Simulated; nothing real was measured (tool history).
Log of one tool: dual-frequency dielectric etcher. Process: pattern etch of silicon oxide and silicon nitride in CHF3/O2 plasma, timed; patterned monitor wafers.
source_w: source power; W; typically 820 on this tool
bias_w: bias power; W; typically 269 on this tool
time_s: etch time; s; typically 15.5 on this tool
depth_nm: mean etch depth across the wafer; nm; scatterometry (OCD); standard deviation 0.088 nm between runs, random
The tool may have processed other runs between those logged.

run	hour	source_w	bias_w	time_s	wafers since the last listed run	hours since the last wet clean	hours since the last source power generator calibration	hours since the last bias power generator calibration	hours since the last upper electrode change	hours since the gauge calibration	read-back reference wafer on the same gauge, depth_nm	depth_nm
1	0.0	970	269	15.5	0	468.1	4492.9	3605.8	4156.5	647.9	33.29	33.48
# hour 55.2: wet clean of the chamber
2	78.5	970	269	15.5	785	23.3	4571.4	3684.3	4235.0	726.4	33.34	32.34
3	163.3	820	314	18.0	1221	108.1	4656.2	3769.1	4319.8	811.2	33.28	38.27
4	233.7	890	269	15.5	1014	178.5	4726.6	3839.5	4390.2	881.6	33.30	31.93
5	312.8	930	269	16.5	1139	257.6	4805.7	3918.6	4469.3	960.7	33.30	34.58
6	380.2	930	269	15.5	970	325.0	4873.1	3986.0	4536.7	1028.1	33.32	32.71
7	422.3	930	269	15.5	606	367.1	4915.2	4028.1	4578.8	1070.2	33.32	32.70
8	469.0	820	220	18.5	672	413.8	4961.9	4074.8	4625.5	1116.9	33.31	34.55
9	575.7	820	269	15.5	1537	520.5	5068.6	4181.5	4732.2	1223.6	33.30	31.69
# hour 639.9: wet clean of the chamber
10	651.6	820	269	15.5	747	11.7	5144.5	4257.4	4808.1	1299.5	33.29	31.00
# hour 730.5: source power generator calibrated
11	738.7	820	269	15.5	1197	98.8	8.2	4344.5	4895.2	1386.6	33.30	31.18
# hour 765.4: bias power generator calibrated
12	786.0	740	269	19.0	623	146.1	55.5	20.6	4942.5	1433.9	33.29	37.21
13	883.1	820	297	15.5	1398	243.2	152.6	117.7	5039.6	1531.0	33.34	32.52
14	936.0	970	269	15.5	762	296.1	205.5	170.6	5092.5	1583.9	33.28	33.14
# hour 1075.6: gauge calibrated
# hour 1084.6: upper electrode replaced
# hour 1159.9: wet clean of the chamber
15	1160.4	910	205	18.0	2541	0.5	429.9	395.0	75.8	84.8	33.30	32.96
16	1186.4	820	269	15.5	374	26.5	455.9	421.0	101.8	110.8	33.31	30.72
17	1250.8	970	269	15.5	927	90.9	520.3	485.4	166.2	175.2	33.32	32.65
18	1342.6	980	314	18.0	1322	182.7	612.1	577.2	258.0	267.0	33.26	40.74
19	1395.0	920	286	18.5	754	235.1	664.5	629.6	310.4	319.4	33.29	39.31
20	1436.2	700	240	17.0	593	276.3	705.7	670.8	351.6	360.6	33.29	31.08
21	1490.8	960	269	13.5	786	330.9	760.3	725.4	406.2	415.2	33.33	28.70

Per-run results on a tool with no hidden state, each run keeping its own random variation:
Hidden state present: etch rate over this chamber's usual, %; source power that arrives over what is set, %; bias power that arrives over what is set, %; gauge reads high (%).
run	depth_nm
1	32.57
2	32.39
3	38.14
4	31.69
5	34.17
6	32.19
7	32.11
8	33.83
9	30.84
10	30.93
11	30.95
12	36.84
13	32.01
14	32.53
15	33.07
16	30.79
17	32.59
18	40.45
19	38.92
20	30.69
21	28.25
